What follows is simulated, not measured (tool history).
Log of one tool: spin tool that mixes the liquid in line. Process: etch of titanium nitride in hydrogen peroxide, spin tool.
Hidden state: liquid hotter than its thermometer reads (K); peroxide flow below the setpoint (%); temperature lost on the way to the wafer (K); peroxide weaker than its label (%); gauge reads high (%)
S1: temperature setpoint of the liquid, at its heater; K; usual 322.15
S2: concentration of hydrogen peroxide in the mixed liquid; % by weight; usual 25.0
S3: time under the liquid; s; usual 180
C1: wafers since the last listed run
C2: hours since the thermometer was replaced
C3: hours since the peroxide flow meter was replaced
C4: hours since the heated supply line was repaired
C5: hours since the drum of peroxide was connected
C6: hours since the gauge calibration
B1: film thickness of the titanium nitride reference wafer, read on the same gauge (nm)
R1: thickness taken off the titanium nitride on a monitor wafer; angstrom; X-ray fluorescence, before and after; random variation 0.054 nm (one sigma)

run    hour      S1    S2   S3    C1      C2     C3      C4      C5      C6      B1     R1
  1     0.0  322.15  25.0  180     0  1245.7  573.2  2590.2   219.7   858.7  119.99   66.2
  2    44.6  322.15  25.0  180   412  1290.3  617.8  2634.8   264.3   903.3  120.00   65.8
  3   107.8  322.15  25.0  180   583  1353.5  681.0  2698.0   327.5   966.5  120.02   65.4
  4   171.3  322.15  25.0  180   586  1417.0  744.5  2761.5   391.0  1030.0  119.99   65.2
  5   250.0  322.15  25.0  180   727  1495.7  823.2  2840.2   469.7  1108.7  120.00   65.3
  6   334.6  322.15  25.0  180   781  1580.3  907.8  2924.8   554.3  1193.3  120.02   65.1
      358.6  -- peroxide flow meter replaced
  7   428.9  322.15  25.0  180   862  1674.6   70.3  3019.1   648.6  1287.6  120.01   66.8
  8   543.3  322.15  25.0  230  1057  1789.0  184.7  3133.5   763.0  1402.0  119.98   86.2
  9   603.7  322.15  25.0  230   558  1849.4  245.1  3193.9   823.4  1462.4  119.96   85.4
 10   668.7  322.15  25.0  230   600  1914.4  310.1  3258.9   888.4  1527.4  120.00   86.2
 11   768.3  322.15  25.0  180   920  2014.0  409.7  3358.5   988.0  1627.0  120.01   66.8
 12   822.6  322.15  25.0  180   501  2068.3  464.0  3412.8  1042.3  1681.3  119.99   66.4
 13   915.8  322.15  25.0  180   861  2161.5  557.2  3506.0  1135.5  1774.5  120.01   65.9
      970.0  -- gauge calibrated
     1000.9  -- heated supply line repaired
 14  1018.7  330.65  25.0   80   941  2264.4  660.1    17.8  1238.4    48.7  119.99   53.4
 15  1067.6  322.15  25.0  230   451  2313.3  709.0    66.7  1287.3    97.6  119.99   85.1
 16  1138.8  322.15  27.5   75   657  2384.5  780.2   137.9  1358.5   168.8  119.97   27.8
 17  1183.3  318.65  20.0  280   411  2429.0  824.7   182.4  1403.0   213.3  120.04   75.5
     1200.1  -- new drum of peroxide connected
 18  1244.8  312.65  19.5  235   559  2490.5  886.2   243.9    44.7   274.8  120.01   39.7
     1340.1  -- thermometer replaced
 19  1340.6  322.15  25.0  230   875     0.5  982.0   339.7   140.5   370.6  119.99   84.1
     1365.0  -- peroxide flow meter replaced
 20  1414.5  312.15  25.0  260   673    74.4   49.5   413.6   214.4   444.5  119.99   46.5
 21  1475.5  322.15  25.0  180   563   135.4  110.5   474.6   275.4   505.5  120.02   66.7
 22  1535.0  322.15  22.5  180   549   194.9  170.0   534.1   334.9   565.0  120.01   65.6
 23  1605.8  331.65  27.0  180   654   265.7  240.8   604.9   405.7   635.8  119.98  133.0
 24  1709.6  317.15  27.5  265   959   369.5  344.6   708.7   509.5   739.6  119.99   69.1

Some steps in R1 between neighbouring runs. How much of each would the tool show without its hidden state too (settings, what came in, random variation), and how much is left for the hidden state, with any gauge scatter that isn't in both results?
Run 6 -> 7: peroxide flow meter replaced. R1 +1.7 angstrom: hidden state +1.8, all else -0.1.
Run 19 -> 20: S1 322.15 -> 312.15, S3 230 -> 260, peroxide flow meter replaced. R1 -37.6 angstrom: hidden state +2.6, all else -40.2.
Run 22 -> 23: S1 322.15 -> 331.65, S2 22.5 -> 27.0. R1 +67.4 angstrom: hidden state -0.8, all else +68.2.
Run 23 -> 24: S1 331.65 -> 317.15, S2 27.0 -> 27.5, S3 180 -> 265. R1 -63.9 angstrom: hidden state +0.4, all else -64.3.

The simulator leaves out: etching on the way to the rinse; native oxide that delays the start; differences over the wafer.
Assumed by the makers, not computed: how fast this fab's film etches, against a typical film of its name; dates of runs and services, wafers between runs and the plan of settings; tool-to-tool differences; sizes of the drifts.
